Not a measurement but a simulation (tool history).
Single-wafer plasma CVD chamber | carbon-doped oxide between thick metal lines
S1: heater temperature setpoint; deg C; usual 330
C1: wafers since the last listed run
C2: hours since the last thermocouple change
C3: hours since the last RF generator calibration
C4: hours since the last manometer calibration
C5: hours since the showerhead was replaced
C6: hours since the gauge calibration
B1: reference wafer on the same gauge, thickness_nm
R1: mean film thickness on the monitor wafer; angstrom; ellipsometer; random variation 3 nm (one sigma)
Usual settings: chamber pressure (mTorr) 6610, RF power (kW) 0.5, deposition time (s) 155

{"run": 1, "hour": 0.0, "S1": 330, "chamber pressure (mTorr)": 6610, "RF power (kW)": 0.43, "deposition time (s)": 166, "C1": 0, "C2": 606.3, "C3": 1161.4, "C4": 1733.5, "C5": 5739, "C6": 479.8, "B1": 900.895, "R1": 8150.36}
{"run": 2, "hour": 62.8, "S1": 330, "chamber pressure (mTorr)": 6610, "RF power (kW)": 0.5, "deposition time (s)": 155, "C1": 406, "C2": 669.1, "C3": 1224.2, "C4": 1796.3, "C5": 5801.8, "C6": 542.6, "B1": 901.175, "R1": 8220.79}
{"run": 3, "hour": 165.8, "S1": 330, "chamber pressure (mTorr)": 6610, "RF power (kW)": 0.5, "deposition time (s)": 155, "C1": 666, "C2": 772.1, "C3": 1327.2, "C4": 1899.3, "C5": 5904.8, "C6": 645.6, "B1": 900.332, "R1": 8184.7}
{"run": 4, "hour": 205.9, "S1": 330, "chamber pressure (mTorr)": 6610, "RF power (kW)": 0.5, "deposition time (s)": 155, "C1": 259, "C2": 812.2, "C3": 1367.3, "C4": 1939.4, "C5": 5944.9, "C6": 685.7, "B1": 900.8, "R1": 8234.8}
{"run": 5, "hour": 268.8, "S1": 336, "chamber pressure (mTorr)": 6610, "RF power (kW)": 0.5, "deposition time (s)": 155, "C1": 406, "C2": 875.1, "C3": 1430.2, "C4": 2002.3, "C5": 6007.8, "C6": 748.6, "B1": 901.115, "R1": 8029.22}
{"run": 6, "hour": 340.9, "S1": 336, "chamber pressure (mTorr)": 6610, "RF power (kW)": 0.5, "deposition time (s)": 155, "C1": 466, "C2": 947.2, "C3": 1502.3, "C4": 2074.4, "C5": 6079.9, "C6": 820.7, "B1": 900.266, "R1": 8109.11}
{"run": 7, "hour": 412.5, "S1": 330, "chamber pressure (mTorr)": 6610, "RF power (kW)": 0.5, "deposition time (s)": 141, "C1": 463, "C2": 1018.8, "C3": 1573.9, "C4": 2146, "C5": 6151.5, "C6": 892.3, "B1": 901.374, "R1": 7438.03}
{"run": 8, "hour": 519.8, "S1": 330, "chamber pressure (mTorr)": 6610, "RF power (kW)": 0.5, "deposition time (s)": 141, "C1": 694, "C2": 1126.1, "C3": 1681.2, "C4": 2253.3, "C5": 6258.8, "C6": 999.6, "B1": 900.953, "R1": 7426.81}
{"run": 9, "hour": 578.9, "S1": 330, "chamber pressure (mTorr)": 6610, "RF power (kW)": 0.5, "deposition time (s)": 141, "C1": 382, "C2": 1185.2, "C3": 1740.3, "C4": 2312.4, "C5": 6317.9, "C6": 1058.7, "B1": 900.898, "R1": 7385.63}
{"run": 10, "hour": 644.9, "S1": 319, "chamber pressure (mTorr)": 6610, "RF power (kW)": 0.5, "deposition time (s)": 155, "C1": 426, "C2": 1251.2, "C3": 1806.3, "C4": 2378.4, "C5": 6383.9, "C6": 1124.7, "B1": 900.446, "R1": 8456.95}
{"run": 11, "hour": 684.6, "S1": 319, "chamber pressure (mTorr)": 6610, "RF power (kW)": 0.5, "deposition time (s)": 155, "C1": 256, "C2": 1290.9, "C3": 1846, "C4": 2418.1, "C5": 6423.6, "C6": 1164.4, "B1": 901.197, "R1": 8403.27}
{"run": 12, "hour": 735.2, "S1": 330, "chamber pressure (mTorr)": 6610, "RF power (kW)": 0.595, "deposition time (s)": 180, "C1": 327, "C2": 1341.5, "C3": 1896.6, "C4": 2468.7, "C5": 6474.2, "C6": 1215, "B1": 900.801, "R1": 10323.03}
{"run": 13, "hour": 837.6, "S1": 324, "chamber pressure (mTorr)": 6610, "RF power (kW)": 0.425, "deposition time (s)": 155, "C1": 662, "C2": 1443.9, "C3": 1999, "C4": 2571.1, "C5": 6576.6, "C6": 1317.4, "B1": 900.313, "R1": 7642.29}
{"run": 14, "hour": 881.6, "S1": 330, "chamber pressure (mTorr)": 6610, "RF power (kW)": 0.5, "deposition time (s)": 155, "C1": 284, "C2": 1487.9, "C3": 2043, "C4": 2615.1, "C5": 6620.6, "C6": 1361.4, "B1": 900.774, "R1": 8143.47}
{"run": 15, "hour": 971.1, "S1": 340, "chamber pressure (mTorr)": 7110, "RF power (kW)": 0.41, "deposition time (s)": 155, "C1": 578, "C2": 1577.4, "C3": 2132.5, "C4": 2704.6, "C5": 6710.1, "C6": 1450.9, "B1": 901.079, "R1": 7170.15}
{"run": 16, "hour": 1059.0, "S1": 342, "chamber pressure (mTorr)": 7550, "RF power (kW)": 0.45, "deposition time (s)": 176, "C1": 568, "C2": 1665.3, "C3": 2220.4, "C4": 2792.5, "C5": 6798, "C6": 1538.8, "B1": 901.191, "R1": 8575.53}
{"run": 17, "hour": 1111.6, "S1": 330, "chamber pressure (mTorr)": 7800, "RF power (kW)": 0.5, "deposition time (s)": 155, "C1": 340, "C2": 1717.9, "C3": 2273, "C4": 2845.1, "C5": 6850.6, "C6": 1591.4, "B1": 900.588, "R1": 8292.35}
{"hour": 1143.5, "done": "RF generator calibrated"}
{"hour": 1151.5, "done": "thermocouple changed; heater temperature recalibrated"}
{"run": 18, "hour": 1219.1, "S1": 340, "chamber pressure (mTorr)": 6610, "RF power (kW)": 0.5, "deposition time (s)": 155, "C1": 591, "C2": 67.6, "C3": 75.6, "C4": 2952.6, "C5": 6958.1, "C6": 1698.9, "B1": 901.114, "R1": 8170.43}
{"hour": 1242.6, "done": "gauge calibrated"}
{"run": 19, "hour": 1260.2, "S1": 330, "chamber pressure (mTorr)": 5450, "RF power (kW)": 0.5, "deposition time (s)": 170, "C1": 265, "C2": 108.7, "C3": 116.7, "C4": 2993.7, "C5": 6999.2, "C6": 17.6, "B1": 900.759, "R1": 8950.8}
{"hour": 1364.6, "done": "showerhead replaced"}
{"run": 20, "hour": 1365.5, "S1": 337, "chamber pressure (mTorr)": 5830, "RF power (kW)": 0.5, "deposition time (s)": 155, "C1": 629, "C2": 214, "C3": 222, "C4": 3099, "C5": 0.9, "C6": 122.9, "B1": 900.665, "R1": 8034.02}
{"run": 21, "hour": 1438.4, "S1": 330, "chamber pressure (mTorr)": 6610, "RF power (kW)": 0.5, "deposition time (s)": 155, "C1": 471, "C2": 286.9, "C3": 294.9, "C4": 3171.9, "C5": 73.8, "C6": 195.8, "B1": 900.894, "R1": 8350.58}
{"hour": 1480.7, "done": "capacitance manometer re-zeroed and calibrated"}
{"run": 22, "hour": 1542.1, "S1": 330, "chamber pressure (mTorr)": 5940, "RF power (kW)": 0.5, "deposition time (s)": 155, "C1": 619, "C2": 390.6, "C3": 398.6, "C4": 61.4, "C5": 177.5, "C6": 299.5, "B1": 900.351, "R1": 8224.47}
{"run": 23, "hour": 1607.8, "S1": 345, "chamber pressure (mTorr)": 6610, "RF power (kW)": 0.5, "deposition time (s)": 155, "C1": 425, "C2": 456.3, "C3": 464.3, "C4": 127.1, "C5": 243.2, "C6": 365.2, "B1": 901.258, "R1": 7911.58}
{"run": 24, "hour": 1679.1, "S1": 330, "chamber pressure (mTorr)": 6610, "RF power (kW)": 0.5, "deposition time (s)": 155, "C1": 461, "C2": 527.6, "C3": 535.6, "C4": 198.4, "C5": 314.5, "C6": 436.5, "B1": 900.893, "R1": 8279.91}
{"run": 25, "hour": 1774.7, "S1": 330, "chamber pressure (mTorr)": 8200, "RF power (kW)": 0.57, "deposition time (s)": 184, "C1": 618, "C2": 623.2, "C3": 631.2, "C4": 294, "C5": 410.1, "C6": 532.1, "B1": 901.037, "R1": 10591.56}
{"run": 26, "hour": 1881.2, "S1": 330, "chamber pressure (mTorr)": 6610, "RF power (kW)": 0.5, "deposition time (s)": 155, "C1": 688, "C2": 729.7, "C3": 737.7, "C4": 400.5, "C5": 516.6, "C6": 638.6, "B1": 900.925, "R1": 8243.73}
{"run": 27, "hour": 2008.5, "S1": 339, "chamber pressure (mTorr)": 8250, "RF power (kW)": 0.59, "deposition time (s)": 163, "C1": 823, "C2": 857, "C3": 865, "C4": 527.8, "C5": 643.9, "C6": 765.9, "B1": 900.592, "R1": 9240.38}
{"run": 28, "hour": 2071.9, "S1": 326, "chamber pressure (mTorr)": 7730, "RF power (kW)": 0.5, "deposition time (s)": 155, "C1": 410, "C2": 920.4, "C3": 928.4, "C4": 591.2, "C5": 707.3, "C6": 829.3, "B1": 901.153, "R1": 8398.43}
{"run": 29, "hour": 2177.7, "S1": 344, "chamber pressure (mTorr)": 6610, "RF power (kW)": 0.42, "deposition time (s)": 155, "C1": 684, "C2": 1026.2, "C3": 1034.2, "C4": 697, "C5": 813.1, "C6": 935.1, "B1": 900.689, "R1": 7156.62}

Forecast each of these 3 alternatives for the next run:
{"run": "A", "hour": 2178.1, "S1": 330, "chamber pressure (mTorr)": 6610, "RF power (kW)": 0.5, "deposition time (s)": 155, "C1": 2, "C2": 1026.6, "C3": 1034.6, "C4": 697.4, "C5": 813.5, "C6": 935.5, "B1": "?", "R1": "?"}
{"run": "B", "hour": 2178.1, "S1": 330, "chamber pressure (mTorr)": 7660, "RF power (kW)": 0.415, "deposition time (s)": 155, "C1": 2, "C2": 1026.6, "C3": 1034.6, "C4": 697.4, "C5": 813.5, "C6": 935.5, "B1": "?", "R1": "?"}
{"run": "C", "hour": 2178.1, "S1": 324, "chamber pressure (mTorr)": 6610, "RF power (kW)": 0.5, "deposition time (s)": 155, "C1": 2, "C2": 1026.6, "C3": 1034.6, "C4": 697.4, "C5": 813.5, "C6": 935.5, "B1": "?", "R1": "?"}

run=A B1=901.311 R1=8165.68
run=B B1=901.311 R1=7497.23
run=C B1=901.311 R1=8316.45
Without the tool's hidden state the same runs would have given:
run=A R1=8435.9
run=B R1=7785.92
run=C R1=8591.66

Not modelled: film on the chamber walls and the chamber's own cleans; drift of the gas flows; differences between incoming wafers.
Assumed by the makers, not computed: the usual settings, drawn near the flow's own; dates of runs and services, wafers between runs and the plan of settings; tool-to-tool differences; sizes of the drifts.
